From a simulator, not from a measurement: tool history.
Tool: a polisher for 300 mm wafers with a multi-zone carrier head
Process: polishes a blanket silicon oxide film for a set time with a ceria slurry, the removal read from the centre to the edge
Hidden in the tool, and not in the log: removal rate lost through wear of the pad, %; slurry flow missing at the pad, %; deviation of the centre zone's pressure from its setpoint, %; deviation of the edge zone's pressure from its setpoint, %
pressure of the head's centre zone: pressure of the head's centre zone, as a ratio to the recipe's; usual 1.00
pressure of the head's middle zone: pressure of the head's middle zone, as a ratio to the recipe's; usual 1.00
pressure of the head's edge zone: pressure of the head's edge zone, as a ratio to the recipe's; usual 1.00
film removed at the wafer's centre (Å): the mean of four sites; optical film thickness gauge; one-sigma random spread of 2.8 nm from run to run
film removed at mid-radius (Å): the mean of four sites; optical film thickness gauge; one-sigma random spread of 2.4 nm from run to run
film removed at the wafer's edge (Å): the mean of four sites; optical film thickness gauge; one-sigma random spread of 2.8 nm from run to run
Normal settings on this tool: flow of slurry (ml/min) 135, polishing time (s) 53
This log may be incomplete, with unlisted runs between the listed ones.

| run | hour | flow of slurry (ml/min) | pressure of the head's centre zone | pressure of the head's middle zone | pressure of the head's edge zone | polishing time (s) | wafers since the last listed run | wafers polished on this pad | hours since the slurry nozzle was cleaned | hours since the centre zone pressure was calibrated | hours since the edge zone pressure was calibrated | hours since the carrier head's membrane was replaced | incoming thickness of the incoming film, nm | film removed at the wafer's centre (Å) | film removed at mid-radius (Å) | film removed at the wafer's edge (Å) |
|---|---|---|---|---|---|---|---|---|---|---|---|---|---|---|---|---|
| 1 | 0.0 | 135 | 1.00 | 1.00 | 1.00 | 67 | 0 | 663 | 55.9 | 529.6 | 641.3 | 405.5 | 1108.7 | 2451 | 2422 | 2477 |
| 2 | 50.3 | 180 | 1.00 | 1.07 | 0.95 | 53 | 307 | 970 | 106.2 | 579.9 | 691.6 | 455.8 | 1086.3 | 1964 | 2145 | 1967 |
| 3 | 108.8 | 135 | 0.95 | 1.00 | 1.00 | 43 | 357 | 1327 | 164.7 | 638.4 | 750.1 | 514.3 | 1098.4 | 1480 | 1580 | 1585 |
| 4 | 138.7 | 135 | 1.12 | 1.09 | 0.88 | 53 | 182 | 1510 | 194.6 | 668.3 | 780.0 | 544.2 | 1092.7 | 2136 | 2064 | 1833 |
| 5 | 210.4 | 135 | 1.00 | 1.00 | 1.08 | 53 | 437 | 1948 | 266.3 | 740.0 | 851.7 | 615.9 | 1098.2 | 1881 | 1889 | 2081 |
| 6 | 234.8 | 135 | 1.00 | 1.00 | 1.03 | 53 | 148 | 2097 | 290.7 | 764.4 | 876.1 | 640.3 | 1116.3 | 1883 | 1949 | 2018 |
|  | 251.7 | edge zone pressure recalibrated |
| 7 | 262.4 | 135 | 1.00 | 1.00 | 1.00 | 53 | 156 | 2253 | 318.3 | 792.0 | 10.7 | 667.9 | 1111.2 | 1862 | 1925 | 1982 |
| 8 | 286.5 | 135 | 0.94 | 0.94 | 1.05 | 53 | 147 | 2400 | 342.4 | 816.1 | 34.8 | 692.0 | 1102.5 | 1774 | 1807 | 2063 |
|  | 339.9 | worn pad replaced by a new one |
| 9 | 354.1 | 100 | 0.97 | 1.00 | 1.00 | 53 | 388 | 86 | 410.0 | 883.7 | 102.4 | 759.6 | 1112.2 | 1746 | 1804 | 1960 |
| 10 | 420.4 | 135 | 1.00 | 1.11 | 1.00 | 53 | 404 | 491 | 476.3 | 950.0 | 168.7 | 825.9 | 1106.8 | 1942 | 2140 | 1968 |
| 11 | 483.6 | 135 | 1.00 | 1.00 | 1.00 | 53 | 385 | 877 | 539.5 | 1013.2 | 231.9 | 889.1 | 1101.2 | 1903 | 1913 | 2027 |
| 12 | 542.4 | 135 | 1.00 | 1.00 | 1.00 | 61 | 359 | 1236 | 598.3 | 1072.0 | 290.7 | 947.9 | 1093.5 | 2187 | 2226 | 2282 |
|  | 576.3 | slurry nozzle cleaned |
| 13 | 584.8 | 115 | 1.00 | 1.00 | 1.00 | 53 | 252 | 1489 | 8.5 | 1114.4 | 333.1 | 990.3 | 1103.0 | 1849 | 1822 | 1920 |
|  | 595.6 | centre zone pressure recalibrated |
| 14 | 628.3 | 135 | 1.00 | 1.00 | 1.00 | 53 | 253 | 1742 | 52.0 | 32.7 | 376.6 | 1033.8 | 1113.1 | 1886 | 1915 | 1994 |

Expected results for the next run?
| 15 | 691.5 | 120 | 0.92 | 1.00 | 1.00 | 53 | 385 | 2128 | 115.2 | 95.9 | 439.8 | 1097.0 | 1091.1 | ? | ? | ? |

film removed at the wafer's centre (Å): 1753
film removed at mid-radius (Å): 1898
film removed at the wafer's edge (Å): 1969
If the tool had no hidden condition, the same run with the same run-to-run variation would have returned film removed at the wafer's centre (Å) 1753, film removed at mid-radius (Å) 1898, film removed at the wafer's edge (Å) 1969.

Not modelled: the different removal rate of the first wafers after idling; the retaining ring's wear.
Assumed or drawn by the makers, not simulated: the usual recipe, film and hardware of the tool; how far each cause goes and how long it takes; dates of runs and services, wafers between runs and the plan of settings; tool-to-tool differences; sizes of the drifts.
